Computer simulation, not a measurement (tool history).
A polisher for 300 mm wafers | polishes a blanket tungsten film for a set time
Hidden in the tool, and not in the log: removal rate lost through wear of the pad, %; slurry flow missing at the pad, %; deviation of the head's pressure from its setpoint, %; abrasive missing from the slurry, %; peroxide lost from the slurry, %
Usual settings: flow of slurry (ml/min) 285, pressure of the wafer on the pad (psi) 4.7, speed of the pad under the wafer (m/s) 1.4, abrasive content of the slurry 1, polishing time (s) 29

run   hour  flow of slurry (ml/min)  pressure of the wafer on the pad (psi)  speed of the pad under the wafer (m/s)  abrasive content of the slurry  polishing time (s)  wafers since the last listed run  wafers polished on this pad  hours since the slurry nozzle was cleaned  hours since the head pressure was calibrated  hours since the slurry blender was calibrated  hours since the slurry got fresh peroxide  incoming thickness of the incoming film, nm  film removed (Å)
  1      0                      285                                     4.7                                     1.4                               1                  29                                 0                           19                                      288.6                                         918.2                                          161.7                                       36.4                                        706.4              2051
  2   20.7                      285                                     4.7                                     1.4                               1                  29                               172                          191                                      309.3                                         938.9                                          182.4                                       57.1                                        713.6              2070
  3   27.3                      285                                     5.9                                     1.4                               1                  24                                54                          246                                      315.9                                         945.5                                            189                                       63.7                                        701.6              2168
      29.5  -- slurry tank refilled with fresh slurry and peroxide
  4     38                      285                                     5.9                                     1.4                               1                  24                                80                          327                                      326.6                                         956.2                                          199.7                                        8.5                                        699.4              2174
  5     45                      285                                     5.9                                     1.4                               1                  24                                58                          385                                      333.6                                         963.2                                          206.7                                       15.5                                        713.1              2192
  6   58.3                      285                                     4.7                                     1.4                               1                  29                               110                          495                                      346.9                                         976.5                                            220                                       28.8                                        706.5              2100
        72  -- worn pad replaced by a new one
  7  108.9                      285                                     4.7                                     1.4                               1                  29                               387                          306                                      397.5                                        1027.1                                          270.6                                       79.4                                        689.7              2043
     115.2  -- slurry tank refilled with fresh slurry and peroxide
  8  122.2                      285                                     4.7                                     1.4                               1                  29                               102                          409                                      410.8                                        1040.4                                          283.9                                          7                                        706.9              2086
     124.7  -- head pressure recalibrated
  9  131.9                      285                                     4.7                                     1.4                               1                  22                                64                          473                                      420.5                                           7.2                                          293.6                                       16.7                                        696.8              1583
 10  141.8                      380                                     4.7                                     1.4                               1                  36                                82                          555                                      430.4                                          17.1                                          303.5                                       26.6                                        691.6              2658
     147.2  -- slurry nozzle cleaned
     149.7  -- worn pad replaced by a new one
 11  150.2                      375                                     3.2                                    1.12                             0.8                  29                                41                            4                                          3                                          25.5                                          311.9                                         35                                        714.8              1116
 12  162.4                      365                                     5.8                                    1.04                               1                  29                               101                          105                                       15.2                                          37.7                                          324.1                                       47.2                                        700.5              1937
 13  168.5                      365                                     4.2                                    1.56                               1                  29                                50                          156                                       21.3                                          43.8                                          330.2                                       53.3                                        684.5              2074
 14  179.3                      285                                     4.7                                     1.4                               1                  29                                89                          246                                       32.1                                          54.6                                            341                                       64.1                                        698.8              2125
     181.9  -- slurry tank refilled with fresh slurry and peroxide
     187.8  -- slurry blender recalibrated
 15  192.9                      345                                     4.7                                     1.4                               1                  25                                88                          334                                       45.7                                          68.2                                            5.1                                         11                                          715              1783
 16  205.4                      285                                       4                                     1.4                             1.1                  29                               103                          438                                       58.2                                          80.7                                           17.6                                       23.5                                        691.1              1826

The next listed run, before its measurement:
 17  237.2                      285                                     4.7                                     1.4                               1                  29                               264                          702                                         90                                         112.5                                           49.4                                       55.3                                        687.9                 ?

{"run 17": {"film removed (Å)": 2048}}
Without the tool's hidden state the same run would have given film removed (Å) 2048.
